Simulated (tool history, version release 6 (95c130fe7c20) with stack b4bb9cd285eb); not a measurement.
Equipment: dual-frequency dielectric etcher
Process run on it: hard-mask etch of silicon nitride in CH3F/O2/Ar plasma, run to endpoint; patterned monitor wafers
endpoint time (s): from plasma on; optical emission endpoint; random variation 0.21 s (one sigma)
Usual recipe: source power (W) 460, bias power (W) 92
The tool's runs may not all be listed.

run   hour  source power (W)  bias power (W)  incoming incoming film thickness, nm  endpoint time (s)
  1      0               460              92                                  54.1                 68
  2   38.5               460              92                                  54.7               68.5
  3   70.8               460              92                                  54.3               67.6
  4  109.2               460              92                                  54.8               67.8
  5  148.9               460              92                                  54.9               68.3
  6  194.3               460              76                                  54.9               71.7
  7  252.7               430              92                                  54.6               69.7
  8  292.1               430              92                                  54.2               69.2
  9  326.9               430              92                                  54.8               69.7
 10  366.1               460              92                                  54.7               66.8
     457.7  -- wet clean of the chamber
 11  458.2               370             109                                  54.2               73.5
 12  474.7               460              92                                    55               69.2
       519  -- source power generator calibrated
 13  519.5               390             112                                  54.3               70.1
     529.7  -- bias power generator calibrated
     556.2  -- upper electrode replaced
 14  556.7               460             108                                    55               64.8
 15  572.1               460              92                                  54.7               68.3
 16  625.9               460              92                                  54.1               67.5
 17  664.2               370              73                                  54.7               83.3
 18  709.6               460              70                                  55.1               74.2
 19  757.7               340              70                                  55.1               89.1
 20  811.4               390             110                                  54.4               69.4
 21  836.9               460              92                                  54.5               66.9

Run-by-run hidden state of the tool:
source power that arrives over what is set, %: 0, the same for each run
bias power that arrives over what is set, %: 0, the same for each run
H1: etch rate over this chamber's usual, %
run       H1
  1    0.421
  2     0.69
  3    0.916
  4     1.18
  5     1.46
  6     1.78
  7     2.19
  8     2.46
  9     2.71
 10     2.98
 11  -0.0455
 12   0.0699
 13    0.383
 14    0.644
 15    0.751
 16     1.13
 17      1.4
 18     1.71
 19     2.05
 20     2.43
 21      2.6
